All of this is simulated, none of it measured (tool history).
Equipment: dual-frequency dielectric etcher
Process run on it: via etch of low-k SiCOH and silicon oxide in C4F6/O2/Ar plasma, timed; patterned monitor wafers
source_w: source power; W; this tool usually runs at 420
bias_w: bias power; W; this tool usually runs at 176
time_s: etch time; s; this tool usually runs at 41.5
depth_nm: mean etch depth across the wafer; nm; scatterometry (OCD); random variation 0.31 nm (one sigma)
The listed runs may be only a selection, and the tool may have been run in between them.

| run | hour | source_w | bias_w | time_s | wafers since the last listed run | hours since the last wet clean | hours since the last source power generator calibration | hours since the last bias power generator calibration | hours since the last upper electrode change | hours since the gauge calibration | read-back reference wafer on the same gauge, depth_nm | depth_nm |
|---|---|---|---|---|---|---|---|---|---|---|---|---|
| 1 | 0 | 420 | 194 | 41.5 | 0 | 111.7 | 4331.2 | 3235.1 | 5714.9 | 167.5 | 96.9 | 106.9 |
| 2 | 29.2 | 420 | 194 | 41.5 | 471 | 140.9 | 4360.4 | 3264.3 | 5744.1 | 196.7 | 97 | 106.9 |
| 3 | 51.1 | 420 | 176 | 41.5 | 353 | 162.8 | 4382.3 | 3286.2 | 5766 | 218.6 | 96.9 | 104.2 |
| 4 | 80.6 | 420 | 176 | 41.5 | 476 | 192.3 | 4411.8 | 3315.7 | 5795.5 | 248.1 | 96.9 | 104.6 |
| 5 | 98.7 | 420 | 176 | 41.5 | 292 | 210.4 | 4429.9 | 3333.8 | 5813.6 | 266.2 | 97 | 104.2 |
| 6 | 111.1 | 420 | 176 | 32 | 200 | 222.8 | 4442.3 | 3346.2 | 5826 | 278.6 | 96.9 | 80.6 |
| 7 | 137.9 | 420 | 176 | 32 | 432 | 249.6 | 4469.1 | 3373 | 5852.8 | 305.4 | 97 | 80.3 |
| 8 | 149.9 | 420 | 176 | 41.5 | 193 | 261.6 | 4481.1 | 3385 | 5864.8 | 317.4 | 97 | 103.6 |
| 9 | 164.3 | 420 | 176 | 41.5 | 232 | 276 | 4495.5 | 3399.4 | 5879.2 | 331.8 | 97 | 104.6 |
| 10 | 176.9 | 420 | 176 | 41.5 | 203 | 288.6 | 4508.1 | 3412 | 5891.8 | 344.4 | 97.1 | 104.4 |
| 11 | 191.9 | 420 | 176 | 41.5 | 242 | 303.6 | 4523.1 | 3427 | 5906.8 | 359.4 | 97 | 104 |
| 12 | 207.6 | 420 | 149 | 41.5 | 253 | 319.3 | 4538.8 | 3442.7 | 5922.5 | 375.1 | 97 | 100.9 |
|  | 265.6 | wet clean of the chamber |
| 13 | 266.1 | 420 | 176 | 41.5 | 556 | 0.5 | 4597.3 | 3501.2 | 5981 | 433.6 | 97 | 103.6 |
| 14 | 269.1 | 420 | 176 | 41.5 | 48 | 3.5 | 4600.3 | 3504.2 | 5984 | 436.6 | 96.9 | 104 |
|  | 274.8 | source power generator calibrated |
|  | 295.4 | upper electrode replaced |
| 15 | 327.1 | 420 | 176 | 41.5 | 537 | 61.5 | 52.3 | 3562.2 | 31.7 | 494.6 | 96.9 | 103.7 |
| 16 | 341.2 | 420 | 176 | 41.5 | 227 | 75.6 | 66.4 | 3576.3 | 45.8 | 508.7 | 97 | 103.6 |
| 17 | 359 | 420 | 202 | 45 | 287 | 93.4 | 84.2 | 3594.1 | 63.6 | 526.5 | 97 | 116.6 |
| 18 | 374.7 | 380 | 214 | 41.5 | 253 | 109.1 | 99.9 | 3609.8 | 79.3 | 542.2 | 97 | 103.7 |
| 19 | 391.2 | 330 | 203 | 41.5 | 266 | 125.6 | 116.4 | 3626.3 | 95.8 | 558.7 | 97 | 95.7 |
| 20 | 407 | 420 | 176 | 49 | 255 | 141.4 | 132.2 | 3642.1 | 111.6 | 574.5 | 97 | 123.4 |
|  | 419 | bias power generator calibrated |
| 21 | 429 | 470 | 146 | 49.5 | 290 | 163.4 | 154.2 | 10 | 133.6 | 596.5 | 97 | 126.5 |
|  | 443.2 | gauge calibrated |
| 22 | 456.4 | 500 | 164 | 32 | 442 | 190.8 | 181.6 | 37.4 | 161 | 13.2 | 97 | 85.9 |
| 23 | 547.1 | 420 | 176 | 41.5 | 1463 | 281.5 | 272.3 | 128.1 | 251.7 | 103.9 | 97 | 104 |
| 24 | 564.9 | 360 | 161 | 50.5 | 287 | 299.3 | 290.1 | 145.9 | 269.5 | 121.7 | 97 | 115.3 |
| 25 | 590.5 | 500 | 207 | 41.5 | 413 | 324.9 | 315.7 | 171.5 | 295.1 | 147.3 | 97 | 117.5 |

Here are 3 independent what-if runs from the current tool condition. What would each one return?
| A | 590.9 | 470 | 176 | 41.5 | 6 | 325.3 | 316.1 | 171.9 | 295.5 | 147.7 | ? | ? |
| B | 590.9 | 420 | 220 | 33 | 6 | 325.3 | 316.1 | 171.9 | 295.5 | 147.7 | ? | ? |
| C | 590.9 | 390 | 162 | 35.5 | 6 | 325.3 | 316.1 | 171.9 | 295.5 | 147.7 | ? | ? |

| run | read-back reference wafer on the same gauge, depth_nm | depth_nm |
|---|---|---|
| A | 96.9 | 110.1 |
| B | 96.9 | 87.1 |
| C | 96.9 | 84.7 |
The same runs, with their run-to-run variation unchanged, on a tool lacking any hidden condition would have given:
| run | depth_nm |
|---|---|
| A | 110.1 |
| B | 87.1 |
| C | 84.7 |

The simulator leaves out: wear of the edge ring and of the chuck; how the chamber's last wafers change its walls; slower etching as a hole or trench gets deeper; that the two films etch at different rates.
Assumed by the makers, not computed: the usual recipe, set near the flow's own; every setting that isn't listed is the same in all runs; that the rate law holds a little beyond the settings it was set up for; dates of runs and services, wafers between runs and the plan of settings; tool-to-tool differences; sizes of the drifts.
